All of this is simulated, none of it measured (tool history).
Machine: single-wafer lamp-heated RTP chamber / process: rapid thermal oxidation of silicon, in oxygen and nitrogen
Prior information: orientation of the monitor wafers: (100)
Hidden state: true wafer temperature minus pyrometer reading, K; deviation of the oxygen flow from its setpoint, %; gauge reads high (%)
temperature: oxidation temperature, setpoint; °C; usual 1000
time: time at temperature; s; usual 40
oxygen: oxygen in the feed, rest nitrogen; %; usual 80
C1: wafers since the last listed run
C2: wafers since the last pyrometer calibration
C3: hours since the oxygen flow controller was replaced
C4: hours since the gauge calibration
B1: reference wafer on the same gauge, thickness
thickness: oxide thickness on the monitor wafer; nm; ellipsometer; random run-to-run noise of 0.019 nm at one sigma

{"run": 1, "hour": 0.0, "temperature": 1000, "time": 40, "oxygen": 80, "C1": 0, "C2": 1459, "C3": 1680.8, "C4": 2215.7, "B1": 4.457, "thickness": 4.786}
{"run": 2, "hour": 100.4, "temperature": 1000, "time": 40, "oxygen": 80, "C1": 999, "C2": 2458, "C3": 1781.2, "C4": 2316.1, "B1": 4.46, "thickness": 4.78}
{"run": 3, "hour": 207.0, "temperature": 1000, "time": 40, "oxygen": 80, "C1": 1061, "C2": 3519, "C3": 1887.8, "C4": 2422.7, "B1": 4.463, "thickness": 4.807}
{"run": 4, "hour": 286.8, "temperature": 1000, "time": 40, "oxygen": 80, "C1": 794, "C2": 4313, "C3": 1967.6, "C4": 2502.5, "B1": 4.462, "thickness": 4.784}
{"run": 5, "hour": 324.4, "temperature": 1000, "time": 40, "oxygen": 80, "C1": 374, "C2": 4688, "C3": 2005.2, "C4": 2540.1, "B1": 4.469, "thickness": 4.774}
{"run": 6, "hour": 421.0, "temperature": 1000, "time": 40, "oxygen": 80, "C1": 961, "C2": 5649, "C3": 2101.8, "C4": 2636.7, "B1": 4.467, "thickness": 4.792}
{"run": 7, "hour": 486.1, "temperature": 1000, "time": 40, "oxygen": 80, "C1": 647, "C2": 6297, "C3": 2166.9, "C4": 2701.8, "B1": 4.471, "thickness": 4.824}
{"hour": 496.0, "done": "pyrometer window cleaned and pyrometer calibrated"}
{"run": 8, "hour": 535.3, "temperature": 1000, "time": 40, "oxygen": 80, "C1": 410, "C2": 391, "C3": 2216.1, "C4": 2751, "B1": 4.464, "thickness": 4.759}
{"run": 9, "hour": 637.5, "temperature": 1000, "time": 40, "oxygen": 80, "C1": 1017, "C2": 1408, "C3": 2318.3, "C4": 2853.2, "B1": 4.469, "thickness": 4.737}
{"run": 10, "hour": 755.8, "temperature": 1000, "time": 40, "oxygen": 80, "C1": 1177, "C2": 2585, "C3": 2436.6, "C4": 2971.5, "B1": 4.464, "thickness": 4.796}
{"run": 11, "hour": 829.7, "temperature": 1000, "time": 40, "oxygen": 80, "C1": 735, "C2": 3321, "C3": 2510.5, "C4": 3045.4, "B1": 4.465, "thickness": 4.788}
{"run": 12, "hour": 902.4, "temperature": 1000, "time": 40, "oxygen": 80, "C1": 723, "C2": 4045, "C3": 2583.2, "C4": 3118.1, "B1": 4.462, "thickness": 4.771}
{"hour": 997.4, "done": "oxygen flow controller replaced"}
{"run": 13, "hour": 999.1, "temperature": 1000, "time": 40, "oxygen": 80, "C1": 882, "C2": 4928, "C3": 1.7, "C4": 3214.8, "B1": 4.467, "thickness": 4.817}
{"run": 14, "hour": 1054.4, "temperature": 1000, "time": 40, "oxygen": 80, "C1": 550, "C2": 5478, "C3": 57, "C4": 3270.1, "B1": 4.468, "thickness": 4.805}
{"run": 15, "hour": 1107.3, "temperature": 1000, "time": 30, "oxygen": 80, "C1": 526, "C2": 6005, "C3": 109.9, "C4": 3323, "B1": 4.475, "thickness": 4.278}
{"run": 16, "hour": 1212.9, "temperature": 1018, "time": 58, "oxygen": 72, "C1": 1051, "C2": 7056, "C3": 215.5, "C4": 3428.6, "B1": 4.478, "thickness": 6.15}
{"hour": 1252.4, "done": "pyrometer window cleaned and pyrometer calibrated"}
{"run": 17, "hour": 1282.5, "temperature": 1000, "time": 40, "oxygen": 80, "C1": 613, "C2": 299, "C3": 285.1, "C4": 3498.2, "B1": 4.473, "thickness": 4.811}
{"run": 18, "hour": 1371.0, "temperature": 1010, "time": 40, "oxygen": 60, "C1": 880, "C2": 1180, "C3": 373.6, "C4": 3586.7, "B1": 4.471, "thickness": 4.684}
{"run": 19, "hour": 1458.2, "temperature": 1000, "time": 40, "oxygen": 80, "C1": 867, "C2": 2048, "C3": 460.8, "C4": 3673.9, "B1": 4.472, "thickness": 4.75}
{"hour": 1504.4, "done": "gauge calibrated"}
{"run": 20, "hour": 1538.2, "temperature": 1021, "time": 49, "oxygen": 95, "C1": 796, "C2": 2845, "C3": 540.8, "C4": 33.8, "B1": 4.39, "thickness": 6.304}
{"run": 21, "hour": 1589.0, "temperature": 1008, "time": 22, "oxygen": 98, "C1": 505, "C2": 3350, "C3": 591.6, "C4": 84.6, "B1": 4.394, "thickness": 4.191}
{"run": 22, "hour": 1683.4, "temperature": 982, "time": 25, "oxygen": 98, "C1": 939, "C2": 4290, "C3": 686, "C4": 179, "B1": 4.401, "thickness": 3.688}
{"run": 23, "hour": 1768.5, "temperature": 1027, "time": 40, "oxygen": 80, "C1": 847, "C2": 5137, "C3": 771.1, "C4": 264.1, "B1": 4.408, "thickness": 5.721}
{"run": 24, "hour": 1825.6, "temperature": 991, "time": 27, "oxygen": 55, "C1": 568, "C2": 5705, "C3": 828.2, "C4": 321.2, "B1": 4.403, "thickness": 3.426}
{"run": 25, "hour": 1898.7, "temperature": 1000, "time": 30, "oxygen": 55, "C1": 727, "C2": 6433, "C3": 901.3, "C4": 394.3, "B1": 4.416, "thickness": 3.767}
{"hour": 1912.1, "done": "pyrometer window cleaned and pyrometer calibrated"}
{"run": 26, "hour": 1959.8, "temperature": 1000, "time": 28, "oxygen": 80, "C1": 528, "C2": 475, "C3": 962.4, "C4": 455.4, "B1": 4.418, "thickness": 4.095}
{"run": 27, "hour": 2034.7, "temperature": 1000, "time": 40, "oxygen": 80, "C1": 745, "C2": 1220, "C3": 1037.3, "C4": 530.3, "B1": 4.426, "thickness": 4.782}
{"run": 28, "hour": 2072.9, "temperature": 1000, "time": 40, "oxygen": 80, "C1": 380, "C2": 1600, "C3": 1075.5, "C4": 568.5, "B1": 4.423, "thickness": 4.766}
{"run": 29, "hour": 2149.2, "temperature": 1021, "time": 40, "oxygen": 80, "C1": 759, "C2": 2360, "C3": 1151.8, "C4": 644.8, "B1": 4.425, "thickness": 5.515}
{"run": 30, "hour": 2244.4, "temperature": 1015, "time": 40, "oxygen": 56, "C1": 947, "C2": 3307, "C3": 1247, "C4": 740, "B1": 4.431, "thickness": 4.643}
{"run": 31, "hour": 2334.0, "temperature": 1000, "time": 53, "oxygen": 80, "C1": 891, "C2": 4199, "C3": 1336.6, "C4": 829.6, "B1": 4.426, "thickness": 5.376}
{"run": 32, "hour": 2393.9, "temperature": 982, "time": 40, "oxygen": 65, "C1": 596, "C2": 4795, "C3": 1396.5, "C4": 889.5, "B1": 4.438, "thickness": 3.91}
{"run": 33, "hour": 2441.9, "temperature": 1020, "time": 47, "oxygen": 98, "C1": 477, "C2": 5273, "C3": 1444.5, "C4": 937.5, "B1": 4.431, "thickness": 6.283}
{"hour": 2537.9, "done": "pyrometer window cleaned and pyrometer calibrated"}
{"run": 34, "hour": 2538.4, "temperature": 1000, "time": 40, "oxygen": 80, "C1": 880, "C2": 4, "C3": 1541, "C4": 1034, "B1": 4.445, "thickness": 4.761}
{"run": 35, "hour": 2621.4, "temperature": 1000, "time": 30, "oxygen": 55, "C1": 826, "C2": 830, "C3": 1624, "C4": 1117, "B1": 4.439, "thickness": 3.735}
{"run": 36, "hour": 2692.1, "temperature": 1000, "time": 40, "oxygen": 80, "C1": 703, "C2": 1534, "C3": 1694.7, "C4": 1187.7, "B1": 4.441, "thickness": 4.754}
{"run": 37, "hour": 2905.2, "temperature": 1000, "time": 25, "oxygen": 80, "C1": 2121, "C2": 3655, "C3": 1907.8, "C4": 1400.8, "B1": 4.452, "thickness": 3.932}
{"run": 38, "hour": 3012.5, "temperature": 977, "time": 40, "oxygen": 80, "C1": 1068, "C2": 4723, "C3": 2015.1, "C4": 1508.1, "B1": 4.445, "thickness": 4.045}

For each run, the measured value with the value that run would have given without the tool's hidden condition subtracted. The run-to-run variation is shared by both, the gauge scatter possibly not:
run=1 thickness=+0.075
run=2 thickness=+0.076
run=3 thickness=+0.078
run=4 thickness=+0.079
run=5 thickness=+0.079
run=6 thickness=+0.08
run=7 thickness=+0.082
run=8 thickness=+0.081
run=9 thickness=+0.082
run=10 thickness=+0.083
run=11 thickness=+0.083
run=12 thickness=+0.085
run=13 thickness=+0.085
run=14 thickness=+0.085
run=15 thickness=+0.077
run=16 thickness=+0.111
run=17 thickness=+0.087
run=18 thickness=+0.086
run=19 thickness=+0.087
run=20 thickness=+0.004
run=21 thickness=+0.006
run=22 thickness=+0.01
run=23 thickness=+0.021
run=24 thickness=+0.015
run=25 thickness=+0.02
run=26 thickness=+0.024
run=27 thickness=+0.032
run=28 thickness=+0.033
run=29 thickness=+0.043
run=30 thickness=+0.04
run=31 thickness=+0.05
run=32 thickness=+0.039
run=33 thickness=+0.065
run=34 thickness=+0.052
run=35 thickness=+0.043
run=36 thickness=+0.057
run=37 thickness=+0.052
run=38 thickness=+0.056
